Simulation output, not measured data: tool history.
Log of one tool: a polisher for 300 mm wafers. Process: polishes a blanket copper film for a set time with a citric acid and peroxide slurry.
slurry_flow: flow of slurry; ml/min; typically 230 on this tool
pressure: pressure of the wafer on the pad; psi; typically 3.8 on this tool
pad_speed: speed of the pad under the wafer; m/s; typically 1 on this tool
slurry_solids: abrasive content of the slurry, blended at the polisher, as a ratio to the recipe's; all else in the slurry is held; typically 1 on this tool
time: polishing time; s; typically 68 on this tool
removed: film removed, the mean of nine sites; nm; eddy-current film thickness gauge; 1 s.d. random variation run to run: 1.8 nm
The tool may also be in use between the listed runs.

run   hour  slurry_flow  pressure  pad_speed  slurry_solids  time  wafers since the last listed run  wafers polished on this pad  hours since the slurry nozzle was cleaned  hours since the head pressure was calibrated  hours since the slurry blender was calibrated  incoming thickness of the incoming film, nm  removed
  1      0          230       3.8          1              1    68                                 0                          747                                      172.7                                         613.2                                          358.9                                        951.6    169.8
  2   10.9          230       3.8          1              1    68                               120                          868                                      183.6                                         624.1                                          369.8                                        929.8      166
      24.9  -- worn pad replaced by a new one
  3   25.4          230       3.8          1              1    68                               116                            5                                      198.1                                         638.6                                          384.3                                        939.9    167.1
  4   34.4          230       3.8          1              1    68                                99                          105                                      207.1                                         647.6                                          393.3                                        933.1    167.3
  5   42.6          230       3.8          1              1    68                                90                          195                                      215.3                                         655.8                                          401.5                                        936.3    166.8
  6   59.7          230       3.8          1              1    68                               189                          385                                      232.4                                         672.9                                          418.6                                        936.6    167.1
      72.9  -- slurry nozzle cleaned
  7   76.6          230       3.8          1              1    68                               176                          561                                        3.7                                         689.8                                          435.5                                        943.6    170.8
  8   83.5          230       3.8          1              1    68                                76                          638                                       10.6                                         696.7                                          442.4                                        930.1    165.6
       101  -- worn pad replaced by a new one
  9  101.5          230       3.8          1              1    68                               155                            5                                       28.6                                         714.7                                          460.4                                        936.2    171.3
     105.4  -- slurry blender recalibrated
     113.1  -- head pressure recalibrated
 10  114.9          200       3.8        1.3           1.15    80                               104                          110                                         42                                           1.8                                            9.5                                        939.2    258.8
 11  129.3          230       2.6          1              1    68                               159                          269                                       56.4                                          16.2                                           23.9                                          948    117.6
 12  138.3          230       3.8       1.32              1    68                                99                          369                                       65.4                                          25.2                                           32.9                                        952.2      218

Predict the results of run 13:
 13  152.5          230       3.8          1              1    58                               157                          526                                       79.6                                          39.4                                           47.1                                        938.9        ?

Run 13 came out at removed 141.7 nm.
On a tool with no hidden condition, and with the same random variation, this run would have come out at removed 141.7 nm.

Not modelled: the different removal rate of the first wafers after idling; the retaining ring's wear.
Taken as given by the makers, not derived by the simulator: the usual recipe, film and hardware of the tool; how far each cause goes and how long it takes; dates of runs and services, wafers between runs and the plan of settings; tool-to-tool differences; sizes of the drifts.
